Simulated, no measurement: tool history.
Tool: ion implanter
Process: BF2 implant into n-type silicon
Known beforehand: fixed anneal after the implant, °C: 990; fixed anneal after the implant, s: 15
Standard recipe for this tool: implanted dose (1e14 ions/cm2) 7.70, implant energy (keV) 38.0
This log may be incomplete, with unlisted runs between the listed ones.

| run | hour | implanted dose (1e14 ions/cm2) | implant energy (keV) | read-back reference wafer on the same gauge, sheet resistance | sheet resistance of the implanted and annealed layer (ohm/square) |
|---|---|---|---|---|---|
| 1 | 0.0 | 7.70 | 33.5 | 196.10 | 170.75 |
| 2 | 28.9 | 6.49 | 38.0 | 195.88 | 180.91 |
| 3 | 96.0 | 7.70 | 46.5 | 195.83 | 154.16 |
| 4 | 113.9 | 6.12 | 41.5 | 195.90 | 184.86 |
| 5 | 137.3 | 6.12 | 41.5 | 196.11 | 184.45 |
| 6 | 230.9 | 6.12 | 41.5 | 195.90 | 183.42 |
| 7 | 262.3 | 6.24 | 38.0 | 196.04 | 184.25 |
| 8 | 284.5 | 7.70 | 27.5 | 196.07 | 182.45 |
| 9 | 311.9 | 6.50 | 27.0 | 196.35 | 200.20 |
| 10 | 341.6 | 7.08 | 33.5 | 195.80 | 177.81 |
| 11 | 356.0 | 6.94 | 48.0 | 196.21 | 163.21 |
| 12 | 371.8 | 7.70 | 38.0 | 196.20 | 163.04 |
| 13 | 396.7 | 5.87 | 41.5 | 195.96 | 190.98 |
| 14 | 422.8 | 9.75 | 31.0 | 196.12 | 161.33 |
| 15 | 453.5 | 6.12 | 26.5 | 196.28 | 208.27 |
| 16 | 468.2 | 6.80 | 38.0 | 195.60 | 174.44 |

Taken out of this log: 4 entries between the listed runs. Where each belongs, and how the hidden state differs across it:
Between runs 2 and 3: gauge calibrated (hour 94.7)
  both runs share identical hidden conditions
Between runs 5 and 6: extraction supply calibrated (hour 230.4)
  both runs share identical hidden conditions
Between runs 7 and 8: Faraday cup replaced and dose calibrated (hour 278.0)
  both runs share identical hidden conditions
Between runs 9 and 10: gauge calibrated (hour 315.5)
  both runs share identical hidden conditions
